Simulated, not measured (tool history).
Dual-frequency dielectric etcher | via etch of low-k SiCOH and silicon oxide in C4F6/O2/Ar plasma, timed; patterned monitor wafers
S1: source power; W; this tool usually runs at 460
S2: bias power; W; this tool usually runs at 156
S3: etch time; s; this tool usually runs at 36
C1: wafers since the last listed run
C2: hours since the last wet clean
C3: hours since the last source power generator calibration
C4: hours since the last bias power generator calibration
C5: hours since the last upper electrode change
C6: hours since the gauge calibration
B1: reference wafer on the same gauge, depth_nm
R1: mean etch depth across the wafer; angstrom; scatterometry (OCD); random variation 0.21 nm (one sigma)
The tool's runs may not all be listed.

run	day	S1	S2	S3	C1	C2	C3	C4	C5	C6	B1	R1
1	0	460	156	36	0	179.9	2150.8	3094.5	3745	103.1	83.9	987
2	0.438	460	156	36	142	190.4	2161.3	3105	3755.5	113.6	83.9	984
3	0.992	460	156	36	180	203.7	2174.6	3118.3	3768.8	126.9	83.9	982
4	1.667	460	179	36	220	219.9	2190.8	3134.5	3785	143.1	83.9	1042
5	2.004	460	179	36	110	228	2198.9	3142.6	3793.1	151.2	83.9	1041
# day 3.421: bias power generator calibrated
# day 3.421: upper electrode replaced
6	3.442	460	179	36	414	262.5	2233.4	0.5	0.5	185.7	83.9	1040
7	3.458	460	156	36	5	262.9	2233.8	0.9	0.9	186.1	83.9	990
8	3.796	460	169	36	110	271	2241.9	9	9	194.2	83.9	1019
9	4.279	390	156	44	157	282.6	2253.5	20.6	20.6	205.8	83.9	1166
10	4.825	390	156	44	178	295.7	2266.6	33.7	33.7	218.9	83.9	1170
11	5.333	390	156	44	165	307.9	2278.8	45.9	45.9	231.1	83.9	1168
12	5.838	510	156	36	164	320	2290.9	58	58	243.2	83.9	1003
# day 6.188: source power generator calibrated
# day 7.125: wet clean of the chamber
13	7.146	360	156	36	67	0.5	23	89.4	89.4	274.6	83.9	941
14	7.167	420	135	26	6	1	23.5	89.9	89.9	275.1	83.9	660
15	7.496	360	172	43.5	107	8.9	31.4	97.8	97.8	283	83.9	1182
16	8.229	400	156	43	239	26.5	49	115.4	115.4	300.6	83.9	1148
17	8.821	570	188	44	193	40.7	63.2	129.6	129.6	314.8	83.9	1351
18	9.354	360	172	43.5	174	53.5	76	142.4	142.4	327.6	83.9	1178
19	9.658	390	156	44	99	60.8	83.3	149.7	149.7	334.9	84	1167
20	10.042	520	156	36	125	70	92.5	158.9	158.9	344.1	83.9	1012
21	10.625	560	156	32	190	84	106.5	172.9	172.9	358.1	83.9	912
# day 10.962: gauge calibrated
22	11.15	390	171	36	171	96.6	119.1	185.5	185.5	4.5	84	990
23	11.492	460	127	36	111	104.8	127.3	193.7	193.7	12.7	83.9	913
24	11.929	460	156	36	142	115.3	137.8	204.2	204.2	23.2	83.9	985
25	12.267	400	126	41.5	110	123.4	145.9	212.3	212.3	31.3	83.9	1019
26	12.692	460	156	36	138	133.6	156.1	222.5	222.5	41.5	83.9	985
27	13.183	370	138	39	160	145.4	167.9	234.3	234.3	53.3	84	979
28	13.929	460	156	36	243	163.3	185.8	252.2	252.2	71.2	83.8	985
29	14.208	460	156	36	91	170	192.5	258.9	258.9	77.9	83.9	987
30	14.738	340	192	43	172	182.7	205.2	271.6	271.6	90.6	84	1202

For each run, what was the tool's unlogged condition?
etch rate over this chamber's usual, %: 0 at every run
source power that arrives over what is set, %: 0 at every run
bias power that arrives over what is set, %: 0 at every run
gauge reads high (%): 0 at every run
